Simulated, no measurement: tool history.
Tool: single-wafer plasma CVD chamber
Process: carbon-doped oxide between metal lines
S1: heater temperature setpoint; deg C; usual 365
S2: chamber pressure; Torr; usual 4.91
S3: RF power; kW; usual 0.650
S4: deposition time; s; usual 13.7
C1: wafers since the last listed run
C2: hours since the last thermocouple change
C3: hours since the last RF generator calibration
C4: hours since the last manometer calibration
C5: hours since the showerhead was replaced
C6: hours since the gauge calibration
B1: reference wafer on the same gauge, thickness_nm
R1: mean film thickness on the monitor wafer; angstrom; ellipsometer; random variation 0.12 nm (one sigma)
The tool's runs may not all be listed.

Run 1, hour 0.0: usual settings but S3 0.695 kW; C1 0; C2 1811.7; C3 1346.5; C4 1040.7; C5 4390.9; C6 40.3; B1 75.688. Result: R1 780.39 angstrom.
Run 2, hour 12.7: usual settings but S3 0.695 kW; C1 242; C2 1824.4; C3 1359.2; C4 1053.4; C5 4403.6; C6 53.0; B1 75.746. Result: R1 781.09 angstrom.
Run 3, hour 43.4: usual settings; C1 585; C2 1855.1; C3 1389.9; C4 1084.1; C5 4434.3; C6 83.7; B1 75.711. Result: R1 753.15 angstrom.
Run 4, hour 54.2: usual settings; C1 205; C2 1865.9; C3 1400.7; C4 1094.9; C5 4445.1; C6 94.5; B1 75.701. Result: R1 755.40 angstrom.
Run 5, hour 64.4: usual settings; C1 194; C2 1876.1; C3 1410.9; C4 1105.1; C5 4455.3; C6 104.7; B1 75.680. Result: R1 752.62 angstrom.
Run 6, hour 76.7: usual settings; C1 234; C2 1888.4; C3 1423.2; C4 1117.4; C5 4467.6; C6 117.0; B1 75.735. Result: R1 753.34 angstrom.
Run 7, hour 88.9: usual settings; C1 232; C2 1900.6; C3 1435.4; C4 1129.6; C5 4479.8; C6 129.2; B1 75.710. Result: R1 751.08 angstrom.
At hour 99.5: showerhead replaced.
Run 8, hour 103.5: usual settings; C1 125; C2 1915.2; C3 1450.0; C4 1144.2; C5 4.0; C6 143.8; B1 75.694. Result: R1 754.04 angstrom.
Run 9, hour 117.7: usual settings; C1 270; C2 1929.4; C3 1464.2; C4 1158.4; C5 18.2; C6 158.0; B1 75.680. Result: R1 752.58 angstrom.
At hour 134.3: thermocouple changed; heater temperature recalibrated.
At hour 139.0: capacitance manometer re-zeroed and calibrated.
Run 10, hour 139.5: usual settings; C1 173; C2 5.2; C3 1486.0; C4 0.5; C5 40.0; C6 179.8; B1 75.686. Result: R1 750.57 angstrom.
Run 11, hour 149.6: usual settings but S1 376 deg C, S2 5.92 Torr, S4 15.9 s; C1 192; C2 15.3; C3 1496.1; C4 10.6; C5 50.1; C6 189.9; B1 75.670. Result: R1 872.95 angstrom.
Run 12, hour 167.0: usual settings; C1 331; C2 32.7; C3 1513.5; C4 28.0; C5 67.5; C6 207.3; B1 75.671. Result: R1 750.99 angstrom.
Run 13, hour 174.1: usual settings; C1 135; C2 39.8; C3 1520.6; C4 35.1; C5 74.6; C6 214.4; B1 75.689. Result: R1 748.53 angstrom.
At hour 182.2: RF generator calibrated.
At hour 183.7: gauge calibrated.
Run 14, hour 185.0: usual settings but S1 374 deg C, S2 5.64 Torr, S3 0.770 kW, S4 16.4 s; C1 55; C2 50.7; C3 2.8; C4 46.0; C5 85.5; C6 1.3; B1 75.656. Result: R1 1007.69 angstrom.
Run 15, hour 193.9: usual settings but S3 0.600 kW; C1 169; C2 59.6; C3 11.7; C4 54.9; C5 94.4; C6 10.2; B1 75.709. Result: R1 748.83 angstrom.
Run 16, hour 209.3: usual settings but S4 11.0 s; C1 293; C2 75.0; C3 27.1; C4 70.3; C5 109.8; C6 25.6; B1 75.717. Result: R1 628.55 angstrom.
Run 17, hour 223.5: usual settings but S2 4.33 Torr, S3 0.775 kW; C1 270; C2 89.2; C3 41.3; C4 84.5; C5 124.0; C6 39.8; B1 75.688. Result: R1 828.21 angstrom.
Run 18, hour 241.2: usual settings; C1 337; C2 106.9; C3 59.0; C4 102.2; C5 141.7; C6 57.5; B1 75.695. Result: R1 778.15 angstrom.
Run 19, hour 252.6: usual settings but S1 377 deg C, S3 0.555 kW, S4 15.1 s; C1 217; C2 118.3; C3 70.4; C4 113.6; C5 153.1; C6 68.9; B1 75.719. Result: R1 776.28 angstrom.

5 ways to go on from here, each from the tool as it stands after run 19. What would each give?
Run A, hour 253.0: usual settings; C1 7; C2 118.7; C3 70.8; C4 114.0; C5 153.5; C6 69.3; B1 ?. Result: R1 ?.
Run B, hour 253.0: usual settings but S2 3.69 Torr, S4 12.3 s; C1 7; C2 118.7; C3 70.8; C4 114.0; C5 153.5; C6 69.3; B1 ?. Result: R1 ?.
Run C, hour 253.0: usual settings but S2 4.45 Torr; C1 7; C2 118.7; C3 70.8; C4 114.0; C5 153.5; C6 69.3; B1 ?. Result: R1 ?.
Run D, hour 253.0: usual settings but S1 370 deg C, S2 4.02 Torr, S3 0.595 kW, S4 12.3 s; C1 7; C2 118.7; C3 70.8; C4 114.0; C5 153.5; C6 69.3; B1 ?. Result: R1 ?.
Run E, hour 253.0: usual settings but S2 3.75 Torr; C1 7; C2 118.7; C3 70.8; C4 114.0; C5 153.5; C6 69.3; B1 ?. Result: R1 ?.

run      B1      R1
  A  75.685  777.89
  B  75.685  668.71
  C  75.685  765.07
  D  75.685  642.26
  E  75.685  745.15
Without the tool's hidden state the same runs would have given:
run      R1
  A  779.10
  B  669.75
  C  766.26
  D  643.26
  E  746.31
